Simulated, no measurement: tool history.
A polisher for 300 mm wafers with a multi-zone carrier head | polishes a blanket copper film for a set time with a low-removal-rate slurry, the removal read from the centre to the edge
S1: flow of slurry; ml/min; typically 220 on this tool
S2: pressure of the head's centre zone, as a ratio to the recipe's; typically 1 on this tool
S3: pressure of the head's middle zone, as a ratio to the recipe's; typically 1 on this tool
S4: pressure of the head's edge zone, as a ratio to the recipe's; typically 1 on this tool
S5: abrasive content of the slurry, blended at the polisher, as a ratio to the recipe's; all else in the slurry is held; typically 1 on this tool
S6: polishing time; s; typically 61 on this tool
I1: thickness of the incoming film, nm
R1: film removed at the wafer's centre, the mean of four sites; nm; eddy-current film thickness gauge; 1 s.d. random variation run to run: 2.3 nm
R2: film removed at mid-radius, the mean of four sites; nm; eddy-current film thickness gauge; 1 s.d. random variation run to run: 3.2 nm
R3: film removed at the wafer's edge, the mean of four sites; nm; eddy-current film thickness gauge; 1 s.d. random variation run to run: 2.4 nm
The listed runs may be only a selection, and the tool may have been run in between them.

run,day,S1,S2,S3,S4,S5,S6,I1,R1,R2,R3
1,0,220,1,1,1,1,61,1381,218.3,216.6,213.7
# day 0.675: edge zone pressure recalibrated
2,3.042,220,1,1,1,1,61,1357,215.1,212.9,213.7
# day 3.592: centre zone pressure recalibrated
3,7.342,220,1,1,1,1,61,1336.6,208.9,205.1,202
# day 10.129: worn pad replaced by a new one
4,10.571,220,1,1,1.09,1,61,1372,218.7,218,223.6
5,12.267,220,1,1,1.09,1,61,1364.7,219.8,218.4,224.3
6,16.038,220,1,1,1,1,61,1347.1,219.2,213,205.3
# day 19.892: slurry nozzle cleaned
7,20.479,220,1,1,1,1,61,1376.3,204.4,207,197.6
8,22.379,220,1,1,1,1,61,1355.2,197.4,189,198.5
# day 24.196: worn pad replaced by a new one
# day 24.558: carrier head's membrane replaced by a new one
9,25.075,220,1,1,1,1,61,1352.1,220.4,219.1,211.2
10,29.533,220,1,1,1,1,61,1341.5,218.4,211.7,207.5
11,32.233,220,1.05,1,1,1.2,61,1362.7,231.5,219.8,213.7
# day 34.933: centre zone pressure recalibrated
# day 35.258: worn pad replaced by a new one
# day 37.754: edge zone pressure recalibrated
12,37.775,175,0.94,1,1,1,61,1364.7,198.4,207.6,207.5
13,40.45,220,1,1,1,1,42,1365.6,145.6,144.7,144.9
14,42.075,220,1,0.93,1,1,61,1370.9,209.4,200,201.4
15,45.05,220,1,1,1,1,61,1355.9,205.5,204.5,203.6
# day 47.179: worn pad replaced by a new one
16,49.104,220,1.06,1.11,1,1,61,1369.5,232.3,222.6,212.9

Predict the results of run 17:
17,52.488,220,1.05,1.11,1,1,61,1351.3,?,?,?

Run 17 produced R1 224.8 nm, R2 221.5 nm, R3 205.2 nm.
The same run, on a tool lacking any hidden state, would have yielded R1 234.5 nm, R2 231 nm, R3 214 nm.
